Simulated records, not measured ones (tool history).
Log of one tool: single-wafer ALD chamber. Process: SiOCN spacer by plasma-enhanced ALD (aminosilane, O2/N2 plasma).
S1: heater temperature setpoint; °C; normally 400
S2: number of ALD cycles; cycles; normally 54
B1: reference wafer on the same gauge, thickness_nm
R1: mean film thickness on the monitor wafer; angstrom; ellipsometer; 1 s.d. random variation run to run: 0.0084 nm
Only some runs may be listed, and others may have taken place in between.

run 1 hour=0 | S1=409 S2=54 | B1=3.779 | R1=32.78
run 2 hour=20 | S1=409 S2=54 | B1=3.779 | R1=32.64
run 3 hour=32.9 | S1=409 S2=54 | B1=3.782 | R1=32.52
run 4 hour=45.9 | S1=400 S2=54 | B1=3.78 | R1=33.59
run 5 hour=71.6 | S1=400 S2=54 | B1=3.783 | R1=33.51
run 6 hour=106.6 | S1=390 S2=46 | B1=3.781 | R1=28.52
run 7 hour=137.7 | S1=400 S2=54 | B1=3.78 | R1=33.7
run 8 hour=172.2 | S1=400 S2=54 | B1=3.779 | R1=33.72
run 9 hour=205 | S1=392 S2=54 | B1=3.783 | R1=33.71
-- hour=216.5 thermocouple changed; heater temperature recalibrated
run 10 hour=234.2 | S1=392 S2=54 | B1=3.779 | R1=33.67
-- hour=238.2 gauge calibrated
run 11 hour=263.2 | S1=392 S2=54 | B1=3.785 | R1=33.52
run 12 hour=278 | S1=390 S2=46 | B1=3.783 | R1=28.63
run 13 hour=302.2 | S1=390 S2=54 | B1=3.783 | R1=33.61
run 14 hour=331.1 | S1=411 S2=54 | B1=3.782 | R1=32.52
run 15 hour=345.8 | S1=408 S2=45 | B1=3.783 | R1=27.35
run 16 hour=375.3 | S1=415 S2=49 | B1=3.781 | R1=29.22
run 17 hour=404.7 | S1=394 S2=61 | B1=3.78 | R1=38.18
run 18 hour=438.7 | S1=390 S2=48 | B1=3.777 | R1=29.8
run 19 hour=461.7 | S1=395 S2=60 | B1=3.778 | R1=37.39
run 20 hour=487.4 | S1=400 S2=54 | B1=3.78 | R1=33.55
run 21 hour=510.6 | S1=395 S2=44 | B1=3.783 | R1=27.41
run 22 hour=539.3 | S1=400 S2=60 | B1=3.779 | R1=37.32

What the log doesn't show, run by run:
wafer temperature above the value expected at the setpoint (K): 0 in every run
gauge reads high (%): 0 in every run
